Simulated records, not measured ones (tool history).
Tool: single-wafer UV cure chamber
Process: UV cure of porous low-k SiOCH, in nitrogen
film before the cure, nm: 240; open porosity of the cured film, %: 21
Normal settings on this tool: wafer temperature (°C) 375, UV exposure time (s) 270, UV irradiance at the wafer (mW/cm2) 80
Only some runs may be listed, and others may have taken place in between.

run,hour,wafer temperature (°C),UV exposure time (s),UV irradiance at the wafer (mW/cm2),wafers since the last listed run,hours since the UV bulbs were replaced,wafers since the quartz window was cleaned,loss of film thickness in the cure (%)
1,0,375,270,80,0,1652.5,1437,13.308
2,51.5,375,270,80,213,1704,1651,12.676
3,81.9,375,270,80,126,1734.4,1777,13.011
4,132.8,375,270,80,211,1785.3,1989,12.855
5,163.4,375,270,80,127,1815.9,2116,12.743
6,192.3,375,270,80,119,1844.8,2236,12.856
7,254.3,390,270,80,257,1906.8,2493,13.226
8,298.7,375,270,108,184,1951.2,2677,14.702
9,369.3,375,270,80,293,2021.8,2970,12.449
10,415.1,375,270,80,190,2067.6,3160,12.418
11,458.5,375,270,80,180,2111,3340,12.141
# hour 479.7: quartz window cleaned
# hour 576.1: UV bulbs replaced
12,625.9,375,270,80,628,49.8,573,11.936
# hour 670.2: quartz window cleaned, repeated, since the last time left the tool worse
13,678.5,375,270,80,185,102.4,34,13.406
14,739.4,364,325,67,252,163.3,287,13.114
15,773.1,375,380,80,139,197,426,15.725
16,840.1,390,315,80,278,264,705,14.69
17,870,375,270,80,124,293.9,829,13.289
18,917,356,270,116,195,340.9,1024,14.621
19,967.3,364,270,92,208,391.2,1232,13.931
20,1026.6,375,270,80,246,450.5,1479,12.704
21,1057.8,387,145,98,129,481.7,1608,11.054
22,1124.9,357,185,80,278,548.8,1887,10.504

Alternative continuations, all from the tool just after run 22; predict every row:
A,1125.4,359,270,80,2,549.3,1889,?
B,1125.4,388,215,80,2,549.3,1889,?
C,1125.4,375,355,54,2,549.3,1889,?
D,1125.4,375,210,80,2,549.3,1889,?

run,loss of film thickness in the cure (%)
A,12.768
B,12.206
C,12.497
D,11.81
With the hidden condition removed and each run's random variation left untouched, the same runs would have given:
run,loss of film thickness in the cure (%)
A,13.248
B,12.68
C,12.975
D,12.28

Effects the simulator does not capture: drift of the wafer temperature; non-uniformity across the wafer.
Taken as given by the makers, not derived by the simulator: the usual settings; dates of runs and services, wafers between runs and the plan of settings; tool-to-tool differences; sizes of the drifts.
